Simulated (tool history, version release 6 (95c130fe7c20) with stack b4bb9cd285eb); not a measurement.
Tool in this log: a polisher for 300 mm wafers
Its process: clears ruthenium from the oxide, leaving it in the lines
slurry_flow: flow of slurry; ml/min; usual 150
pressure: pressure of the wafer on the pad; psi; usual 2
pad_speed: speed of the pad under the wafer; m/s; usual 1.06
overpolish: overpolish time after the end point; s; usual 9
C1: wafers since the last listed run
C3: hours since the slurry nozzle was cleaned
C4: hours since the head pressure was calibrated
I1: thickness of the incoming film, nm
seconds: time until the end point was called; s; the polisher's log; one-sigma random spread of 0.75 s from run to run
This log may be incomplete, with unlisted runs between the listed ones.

run 1 day=0 | slurry_flow=150 pressure=2.4 pad_speed=1.36 overpolish=9 | C1=0 wafers_polished_on_this_pad=452 C3=93.9 C4=118.4 | I1=130.9 | seconds=53.5
run 2 day=2.379 | slurry_flow=150 pressure=2 pad_speed=1.06 overpolish=9 | C1=308 wafers_polished_on_this_pad=761 C3=151 C4=175.5 | I1=130 | seconds=81.4
run 3 day=4.746 | slurry_flow=150 pressure=2 pad_speed=1.06 overpolish=9 | C1=307 wafers_polished_on_this_pad=1068 C3=207.8 C4=232.3 | I1=130 | seconds=82.5
run 4 day=7.621 | slurry_flow=150 pressure=2 pad_speed=1.06 overpolish=9 | C1=373 wafers_polished_on_this_pad=1441 C3=276.8 C4=301.3 | I1=131 | seconds=82.8
run 5 day=10.212 | slurry_flow=150 pressure=2 pad_speed=1.06 overpolish=5 | C1=336 wafers_polished_on_this_pad=1777 C3=339 C4=363.5 | I1=128.2 | seconds=80.6
-- day=10.967 worn pad replaced by a new one
run 6 day=11.408 | slurry_flow=150 pressure=2 pad_speed=1.06 overpolish=5 | C1=133 wafers_polished_on_this_pad=57 C3=367.7 C4=392.2 | I1=130.8 | seconds=83.3
run 7 day=13.221 | slurry_flow=150 pressure=2 pad_speed=1.06 overpolish=5 | C1=235 wafers_polished_on_this_pad=292 C3=411.2 C4=435.7 | I1=132.2 | seconds=85.6
run 8 day=15.783 | slurry_flow=150 pressure=2 pad_speed=1.06 overpolish=9 | C1=332 wafers_polished_on_this_pad=625 C3=472.7 C4=497.2 | I1=128.8 | seconds=82.1
run 9 day=17.175 | slurry_flow=150 pressure=2 pad_speed=1.06 overpolish=9 | C1=180 wafers_polished_on_this_pad=805 C3=506.1 C4=530.6 | I1=128 | seconds=81.6
run 10 day=18.329 | slurry_flow=150 pressure=2 pad_speed=1.06 overpolish=9 | C1=149 wafers_polished_on_this_pad=955 C3=533.8 C4=558.3 | I1=129.2 | seconds=84.2
run 11 day=19.6 | slurry_flow=150 pressure=1.4 pad_speed=1.06 overpolish=9 | C1=164 wafers_polished_on_this_pad=1120 C3=564.3 C4=588.8 | I1=130.4 | seconds=119.7
run 12 day=21.817 | slurry_flow=150 pressure=1.4 pad_speed=1.06 overpolish=9 | C1=287 wafers_polished_on_this_pad=1407 C3=617.5 C4=642 | I1=127.8 | seconds=116.2
run 13 day=24.267 | slurry_flow=150 pressure=2 pad_speed=1.22 overpolish=7 | C1=317 wafers_polished_on_this_pad=1725 C3=676.3 C4=700.8 | I1=131 | seconds=73.7
run 14 day=25.771 | slurry_flow=150 pressure=2 pad_speed=1.22 overpolish=7 | C1=195 wafers_polished_on_this_pad=1921 C3=712.4 C4=736.9 | I1=129.7 | seconds=72.9
-- day=26.008 slurry nozzle cleaned
-- day=26.3 head pressure recalibrated
-- day=26.7 worn pad replaced by a new one, of another model than before
run 15 day=28.671 | slurry_flow=150 pressure=2 pad_speed=1.06 overpolish=7 | C1=338 wafers_polished_on_this_pad=255 C3=63.9 C4=56.9 | I1=132.8 | seconds=83.7
run 16 day=30.575 | slurry_flow=150 pressure=2 pad_speed=1.06 overpolish=7 | C1=247 wafers_polished_on_this_pad=502 C3=109.6 C4=102.6 | I1=130.4 | seconds=82
run 17 day=32.675 | slurry_flow=165 pressure=2 pad_speed=0.92 overpolish=9 | C1=272 wafers_polished_on_this_pad=775 C3=160 C4=153 | I1=130 | seconds=88.5
run 18 day=33.908 | slurry_flow=165 pressure=2 pad_speed=0.92 overpolish=9 | C1=160 wafers_polished_on_this_pad=935 C3=189.6 C4=182.6 | I1=131.4 | seconds=88.7
run 19 day=35.346 | slurry_flow=175 pressure=2 pad_speed=1.06 overpolish=9 | C1=186 wafers_polished_on_this_pad=1121 C3=224.1 C4=217.1 | I1=128.5 | seconds=78.2
run 20 day=38.296 | slurry_flow=150 pressure=2 pad_speed=1.06 overpolish=9 | C1=382 wafers_polished_on_this_pad=1504 C3=294.9 C4=287.9 | I1=129.2 | seconds=81.6
run 21 day=39.467 | slurry_flow=125 pressure=1.6 pad_speed=1.06 overpolish=14 | C1=151 wafers_polished_on_this_pad=1656 C3=323 C4=316 | I1=132.6 | seconds=105.2
run 22 day=41.329 | slurry_flow=150 pressure=2 pad_speed=1.06 overpolish=9 | C1=241 wafers_polished_on_this_pad=1897 C3=367.7 C4=360.7 | I1=130.2 | seconds=84.1
run 23 day=42.879 | slurry_flow=150 pressure=1.4 pad_speed=0.76 overpolish=9 | C1=201 wafers_polished_on_this_pad=2099 C3=404.9 C4=397.9 | I1=129.2 | seconds=130.7
-- day=43.338 worn pad replaced by a new one
run 24 day=44.271 | slurry_flow=115 pressure=2.4 pad_speed=1.06 overpolish=10 | C1=158 wafers_polished_on_this_pad=120 C3=438.3 C4=431.3 | I1=130.8 | seconds=83.1
run 25 day=46.254 | slurry_flow=150 pressure=2.3 pad_speed=1.06 overpolish=9 | C1=257 wafers_polished_on_this_pad=378 C3=485.9 C4=478.9 | I1=127.6 | seconds=74.8
run 26 day=47.412 | slurry_flow=150 pressure=2.6 pad_speed=0.7 overpolish=8 | C1=150 wafers_polished_on_this_pad=528 C3=513.7 C4=506.7 | I1=129.9 | seconds=92.3
run 27 day=49.562 | slurry_flow=175 pressure=1.6 pad_speed=1.42 overpolish=9 | C1=278 wafers_polished_on_this_pad=807 C3=565.3 C4=558.3 | I1=128.9 | seconds=75.9
run 28 day=52.371 | slurry_flow=150 pressure=2 pad_speed=1.22 overpolish=7 | C1=364 wafers_polished_on_this_pad=1171 C3=632.7 C4=625.7 | I1=132.5 | seconds=79.6
run 29 day=53.604 | slurry_flow=150 pressure=2.3 pad_speed=1.2 overpolish=9 | C1=160 wafers_polished_on_this_pad=1331 C3=662.3 C4=655.3 | I1=128.4 | seconds=70.8
run 30 day=55.104 | slurry_flow=120 pressure=1.6 pad_speed=1.18 overpolish=13 | C1=194 wafers_polished_on_this_pad=1526 C3=698.3 C4=691.3 | I1=131.4 | seconds=104.3
-- day=57 slurry nozzle cleaned
-- day=59.754 worn pad replaced by a new one
-- day=61.242 head pressure recalibrated
run 31 day=61.979 | slurry_flow=150 pressure=2.4 pad_speed=1.36 overpolish=9 | C1=854 wafers_polished_on_this_pad=277 C3=119.5 C4=17.7 | I1=130 | seconds=58.8
run 32 day=64.067 | slurry_flow=150 pressure=2 pad_speed=1.06 overpolish=9 | C1=270 wafers_polished_on_this_pad=548 C3=169.6 C4=67.8 | I1=129.4 | seconds=82.4
run 33 day=67.396 | slurry_flow=150 pressure=2 pad_speed=0.72 overpolish=9 | C1=431 wafers_polished_on_this_pad=980 C3=249.5 C4=147.7 | I1=129.7 | seconds=108.3
run 34 day=68.858 | slurry_flow=180 pressure=2.2 pad_speed=0.8 overpolish=5 | C1=189 wafers_polished_on_this_pad=1170 C3=284.6 C4=182.8 | I1=127.6 | seconds=87.9
run 35 day=70.496 | slurry_flow=150 pressure=2 pad_speed=1.06 overpolish=9 | C1=212 wafers_polished_on_this_pad=1382 C3=323.9 C4=222.1 | I1=129.2 | seconds=84.1
run 36 day=72.492 | slurry_flow=150 pressure=2 pad_speed=1.06 overpolish=9 | C1=258 wafers_polished_on_this_pad=1641 C3=371.8 C4=270 | I1=128 | seconds=81
-- day=74.417 worn pad replaced by a new one
run 37 day=74.438 | slurry_flow=120 pressure=2.4 pad_speed=1.06 overpolish=7 | C1=230 wafers_polished_on_this_pad=2 C3=418.5 C4=316.7 | I1=130.4 | seconds=80.7
run 38 day=75.467 | slurry_flow=150 pressure=2 pad_speed=1.06 overpolish=9 | C1=133 wafers_polished_on_this_pad=136 C3=443.2 C4=341.4 | I1=132 | seconds=86

Below are 3 alternative next runs, each starting from the tool's condition after run 38. Predict each:
run A day=75.488 | slurry_flow=150 pressure=2 pad_speed=1.06 overpolish=13 | C1=2 wafers_polished_on_this_pad=139 C3=443.7 C4=341.9 | I1=130.2 | seconds=?
run B day=75.488 | slurry_flow=150 pressure=2 pad_speed=0.76 overpolish=12 | C1=2 wafers_polished_on_this_pad=139 C3=443.7 C4=341.9 | I1=130.2 | seconds=?
run C day=75.488 | slurry_flow=195 pressure=2.2 pad_speed=1.38 overpolish=5 | C1=2 wafers_polished_on_this_pad=139 C3=443.7 C4=341.9 | I1=130.2 | seconds=?

run=A seconds=84.7
run=B seconds=106.2
run=C seconds=60.9
Without the tool's hidden state the same runs would have given:
run=A seconds=81.1
run=B seconds=101.6
run=C seconds=59.1
